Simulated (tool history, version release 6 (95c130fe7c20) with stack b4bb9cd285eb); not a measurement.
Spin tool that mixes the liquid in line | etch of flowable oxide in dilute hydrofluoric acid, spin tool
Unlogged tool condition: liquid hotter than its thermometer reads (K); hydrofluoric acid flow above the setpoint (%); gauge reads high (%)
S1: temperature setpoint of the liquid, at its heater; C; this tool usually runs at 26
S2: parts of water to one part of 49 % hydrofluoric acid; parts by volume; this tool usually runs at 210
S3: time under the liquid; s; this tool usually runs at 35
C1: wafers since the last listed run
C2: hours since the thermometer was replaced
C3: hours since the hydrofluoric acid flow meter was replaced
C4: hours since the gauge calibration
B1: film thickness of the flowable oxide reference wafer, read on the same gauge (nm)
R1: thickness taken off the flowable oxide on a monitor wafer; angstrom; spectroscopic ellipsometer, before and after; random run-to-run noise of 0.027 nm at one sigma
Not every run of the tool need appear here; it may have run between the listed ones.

run     day    S1   S2  S3   C1      C2      C3     C4     B1     R1
  1       0    26  210  35    0  2327.1  2102.4  121.7  40.02   77.5
  2   0.471    26  210  35   99  2338.4  2113.7    133     40   77.7
  3   0.808    26  210  35   71  2346.5  2121.8  141.1  39.99   76.9
  4     1.1    24  185  35   61  2353.5  2128.8  148.1     40   84.1
  5   1.558    24  185  35   97  2364.5  2139.8  159.1  40.01   83.4
  6   1.867    24  185  35   65  2371.9  2147.2  166.5     40   83.1
  7   2.421    26  210  35  117  2385.2  2160.5  179.8  40.01   77.8
  8   3.067    26  285  45  136  2400.7    2176  195.3  40.02   68.2
  9   3.379    26  210  35   66  2408.2  2183.5  202.8  39.97   77.5
 10   3.638  21.5  150  55   54  2414.4  2189.7    209     40  152.3
 11     3.9    26  210  35   55  2420.7    2196  215.3  39.96   77.5
 12   4.317    22  160  40   88  2430.7    2206  225.3  39.98  105.2
 13   5.067    26  210  35  158  2448.7    2224  243.3  39.98   77.6
 14   5.779    26  210  35  150  2465.8  2241.1  260.4     40   78.4
 15   6.362    30  265  20  123  2479.8  2255.1  274.4  39.97   38.7
 16    6.85  23.5  165  25  103  2491.5  2266.8  286.1  40.01   67.9
 17    7.45    29  210  35  127  2505.9  2281.2  300.5     40   87.2
 18   7.817  22.5  210  25   77  2514.7    2290  309.3  40.03   49.1
 19     8.2    26  185  50   81  2523.9  2299.2  318.5     40  131.1
 20   8.912    26  125  35  150    2541  2316.3  335.6     40  143.9
      9.342  -- thermometer replaced
 21   9.579    30  295  45  132     5.7  2332.3  351.6  39.96   75.9
 22  10.304    26  210  20  153    23.1  2349.7    369     40   45.1
 23   10.95  29.5  210  35  136    38.6  2365.2  384.5  39.99   89.2
 24  11.529    22  160  40  122    52.5  2379.1  398.4  39.98  106.3
 25  12.112    24  300  20  123    66.5  2393.1  412.4  39.98   26.9
 26  12.654    22  175  35  114    79.5  2406.1  425.4  39.97   84.2
 27  13.054  24.5  210  50   84    89.1  2415.7    435  39.99  106.3
     13.058  -- gauge calibrated
 28  13.442    26  210  35   82    98.4    2425    9.2     40   78.7
     14.479  -- hydrofluoric acid flow meter replaced
 29  15.554    26  210  35  438   149.1    25.8   59.9  39.99   67.9
 30  17.679  30.5  210  35  450   200.1    76.8  110.9  40.02   79.5
 31    18.1    31  210  15   89   210.2    86.9    121  39.97   34.9
 32  18.792    26  210  35  146   226.8   103.5  137.6  39.98   68.5
 33  19.883  24.5  265  40  231     253   129.7  163.8  39.99   55.3
 34  20.558  23.5  280  55  143   269.2   145.9    180  40.03   68.4

Forecast each of these 4 alternatives for the next run:
  A  20.575    26  210  35   3  269.6  146.3  180.4   ?   ?
  B  20.575    24  210  35   3  269.6  146.3  180.4   ?   ?
  C  20.575  28.5  210  35   3  269.6  146.3  180.4   ?   ?
  D  20.575    29  130  35   3  269.6  146.3  180.4   ?   ?

run     B1     R1
  A  39.97   68.6
  B  39.97   63.8
  C  39.97     75
  D  39.97  136.1
Had the tool no hidden state, the same runs would have come out as:
run     R1
  A   67.2
  B   62.5
  C   73.4
  D  133.3
